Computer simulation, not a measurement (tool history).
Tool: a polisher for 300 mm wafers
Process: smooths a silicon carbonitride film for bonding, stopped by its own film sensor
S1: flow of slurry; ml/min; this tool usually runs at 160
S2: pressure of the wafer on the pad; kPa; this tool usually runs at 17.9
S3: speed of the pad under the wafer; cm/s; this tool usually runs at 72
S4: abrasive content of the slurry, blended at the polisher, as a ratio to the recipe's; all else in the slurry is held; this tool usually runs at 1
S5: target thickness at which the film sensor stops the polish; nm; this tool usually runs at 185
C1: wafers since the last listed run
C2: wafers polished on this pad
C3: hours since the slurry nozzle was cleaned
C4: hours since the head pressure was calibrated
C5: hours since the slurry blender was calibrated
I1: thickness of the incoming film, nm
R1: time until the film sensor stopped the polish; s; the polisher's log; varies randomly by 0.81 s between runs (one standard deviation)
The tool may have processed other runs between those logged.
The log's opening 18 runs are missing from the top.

{"run": 19, "hour": 291.5, "S1": 140, "S2": 17.9, "S3": 48, "S4": 1, "S5": 181, "C1": 180, "C2": 406, "C3": 61.8, "C4": 154.8, "C5": 187.8, "I1": 203.3, "R1": 123.3}
{"run": 20, "hour": 298.4, "S1": 140, "S2": 17.9, "S3": 72, "S4": 0.75, "S5": 185, "C1": 75, "C2": 481, "C3": 68.7, "C4": 161.7, "C5": 194.7, "I1": 198.2, "R1": 63.8}
{"run": 21, "hour": 313.3, "S1": 160, "S2": 17.9, "S3": 72, "S4": 1, "S5": 185, "C1": 162, "C2": 644, "C3": 83.6, "C4": 176.6, "C5": 209.6, "I1": 202.3, "R1": 68.7}
{"run": 22, "hour": 319.7, "S1": 135, "S2": 17.9, "S3": 52, "S4": 0.85, "S5": 181, "C1": 69, "C2": 713, "C3": 90, "C4": 183, "C5": 216, "I1": 199.9, "R1": 108.9}
{"run": 23, "hour": 337.0, "S1": 160, "S2": 15.9, "S3": 72, "S4": 0.85, "S5": 185, "C1": 188, "C2": 902, "C3": 107.3, "C4": 200.3, "C5": 233.3, "I1": 202.5, "R1": 86.5}
{"run": 24, "hour": 344.8, "S1": 160, "S2": 12.4, "S3": 72, "S4": 1, "S5": 185, "C1": 84, "C2": 987, "C3": 115.1, "C4": 208.1, "C5": 241.1, "I1": 197.8, "R1": 71.8}
{"run": 25, "hour": 352.0, "S1": 160, "S2": 17.9, "S3": 98, "S4": 1, "S5": 185, "C1": 78, "C2": 1065, "C3": 122.3, "C4": 215.3, "C5": 248.3, "I1": 202.7, "R1": 54.6}
{"run": 26, "hour": 364.0, "S1": 160, "S2": 17.9, "S3": 72, "S4": 1, "S5": 185, "C1": 130, "C2": 1196, "C3": 134.3, "C4": 227.3, "C5": 260.3, "I1": 197.8, "R1": 50.3}
{"run": 27, "hour": 374.3, "S1": 125, "S2": 17.9, "S3": 72, "S4": 1, "S5": 185, "C1": 112, "C2": 1308, "C3": 144.6, "C4": 237.6, "C5": 270.6, "I1": 197.3, "R1": 49.9}
{"run": 28, "hour": 382.1, "S1": 160, "S2": 17.9, "S3": 72, "S4": 1, "S5": 185, "C1": 84, "C2": 1393, "C3": 152.4, "C4": 245.4, "C5": 278.4, "I1": 198.6, "R1": 53.6}
{"hour": 394.4, "done": "worn pad replaced by a new one"}
{"run": 29, "hour": 394.9, "S1": 160, "S2": 13.8, "S3": 52, "S4": 0.9, "S5": 185, "C1": 95, "C2": 4, "C3": 165.2, "C4": 258.2, "C5": 291.2, "I1": 202.9, "R1": 126.1}
{"run": 30, "hour": 408.3, "S1": 160, "S2": 13.8, "S3": 86, "S4": 0.9, "S5": 190, "C1": 145, "C2": 150, "C3": 178.6, "C4": 271.6, "C5": 304.6, "I1": 198.5, "R1": 39.6}

4 ways to go on from here, each from the tool as it stands after run 30. What would each give?
{"run": "A", "hour": 408.7, "S1": 215, "S2": 17.9, "S3": 72, "S4": 1, "S5": 185, "C1": 4, "C2": 155, "C3": 179, "C4": 272, "C5": 305, "I1": 199.1, "R1": "?"}
{"run": "B", "hour": 408.7, "S1": 160, "S2": 17.9, "S3": 46, "S4": 0.75, "S5": 188, "C1": 4, "C2": 155, "C3": 179, "C4": 272, "C5": 305, "I1": 199.1, "R1": "?"}
{"run": "C", "hour": 408.7, "S1": 160, "S2": 17.9, "S3": 46, "S4": 1, "S5": 185, "C1": 4, "C2": 155, "C3": 179, "C4": 272, "C5": 305, "I1": 199.1, "R1": "?"}
{"run": "D", "hour": 408.7, "S1": 130, "S2": 20, "S3": 48, "S4": 1, "S5": 189, "C1": 4, "C2": 155, "C3": 179, "C4": 272, "C5": 305, "I1": 199.1, "R1": "?"}

run=A R1=52.4
run=B R1=74.9
run=C R1=78.4
run=D R1=50.7
What these runs would have given with no unlogged condition in the tool:
run=A R1=52.4
run=B R1=74.9
run=C R1=78.4
run=D R1=50.7

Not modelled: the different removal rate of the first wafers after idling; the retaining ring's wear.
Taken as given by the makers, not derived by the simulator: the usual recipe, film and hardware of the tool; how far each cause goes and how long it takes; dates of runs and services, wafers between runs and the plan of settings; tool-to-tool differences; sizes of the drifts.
